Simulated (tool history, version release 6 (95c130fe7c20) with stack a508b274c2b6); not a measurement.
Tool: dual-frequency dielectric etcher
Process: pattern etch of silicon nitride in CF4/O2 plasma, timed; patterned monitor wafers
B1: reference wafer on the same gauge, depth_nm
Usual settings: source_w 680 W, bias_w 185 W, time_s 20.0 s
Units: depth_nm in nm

{"run": 1, "day": 0.0, "source_w": 680, "bias_w": 185, "time_s": 20.0, "B1": 52.9, "depth_nm": 56.4}
{"run": 2, "day": 2.071, "source_w": 680, "bias_w": 185, "time_s": 20.0, "B1": 52.8, "depth_nm": 56.7}
{"run": 3, "day": 5.038, "source_w": 680, "bias_w": 185, "time_s": 20.0, "B1": 53.0, "depth_nm": 55.6}
{"run": 4, "day": 6.279, "source_w": 680, "bias_w": 185, "time_s": 20.0, "B1": 53.0, "depth_nm": 55.5}
{"run": 5, "day": 9.212, "source_w": 680, "bias_w": 185, "time_s": 20.0, "B1": 53.0, "depth_nm": 55.0}
{"run": 6, "day": 11.175, "source_w": 680, "bias_w": 185, "time_s": 20.0, "B1": 52.8, "depth_nm": 54.5}
{"run": 7, "day": 12.833, "source_w": 680, "bias_w": 185, "time_s": 20.0, "B1": 52.9, "depth_nm": 55.2}
{"day": 14.592, "done": "wet clean of the chamber"}
{"run": 8, "day": 16.704, "source_w": 680, "bias_w": 185, "time_s": 20.0, "B1": 52.9, "depth_nm": 57.3}
{"day": 17.258, "done": "gauge calibrated"}
{"run": 9, "day": 18.238, "source_w": 680, "bias_w": 185, "time_s": 20.0, "B1": 52.9, "depth_nm": 56.9}
{"run": 10, "day": 19.488, "source_w": 790, "bias_w": 158, "time_s": 20.0, "B1": 52.9, "depth_nm": 63.2}
{"run": 11, "day": 22.075, "source_w": 680, "bias_w": 206, "time_s": 20.0, "B1": 53.0, "depth_nm": 58.5}
{"run": 12, "day": 24.004, "source_w": 750, "bias_w": 185, "time_s": 20.0, "B1": 52.9, "depth_nm": 61.7}
{"day": 25.983, "done": "bias power generator calibrated"}
{"day": 27.017, "done": "upper electrode replaced, of another model than before"}
{"day": 28.933, "done": "source power generator calibrated"}
{"run": 13, "day": 28.954, "source_w": 780, "bias_w": 198, "time_s": 20.0, "B1": 52.8, "depth_nm": 70.0}
{"day": 30.367, "done": "wet clean of the chamber"}
{"run": 14, "day": 30.546, "source_w": 680, "bias_w": 185, "time_s": 20.0, "B1": 52.8, "depth_nm": 57.0}
{"run": 15, "day": 36.725, "source_w": 680, "bias_w": 185, "time_s": 20.0, "B1": 52.9, "depth_nm": 56.5}
{"run": 16, "day": 38.888, "source_w": 740, "bias_w": 227, "time_s": 20.0, "B1": 53.0, "depth_nm": 72.3}
{"run": 17, "day": 41.208, "source_w": 680, "bias_w": 211, "time_s": 23.5, "B1": 52.9, "depth_nm": 70.4}

3 ways to go on from here, each from the tool as it stands after run 17. What would each give?
{"run": "A", "day": 41.225, "source_w": 680, "bias_w": 185, "time_s": 20.0, "B1": "?", "depth_nm": "?"}
{"run": "B", "day": 41.225, "source_w": 680, "bias_w": 148, "time_s": 23.5, "B1": "?", "depth_nm": "?"}
{"run": "C", "day": 41.225, "source_w": 590, "bias_w": 140, "time_s": 14.5, "B1": "?", "depth_nm": "?"}

run=A B1=52.9 depth_nm=55.1
run=B B1=52.9 depth_nm=56.3
run=C B1=52.9 depth_nm=26.5
Without the tool's hidden state the same runs would have given:
run=A depth_nm=56.8
run=B depth_nm=58.0
run=C depth_nm=27.3
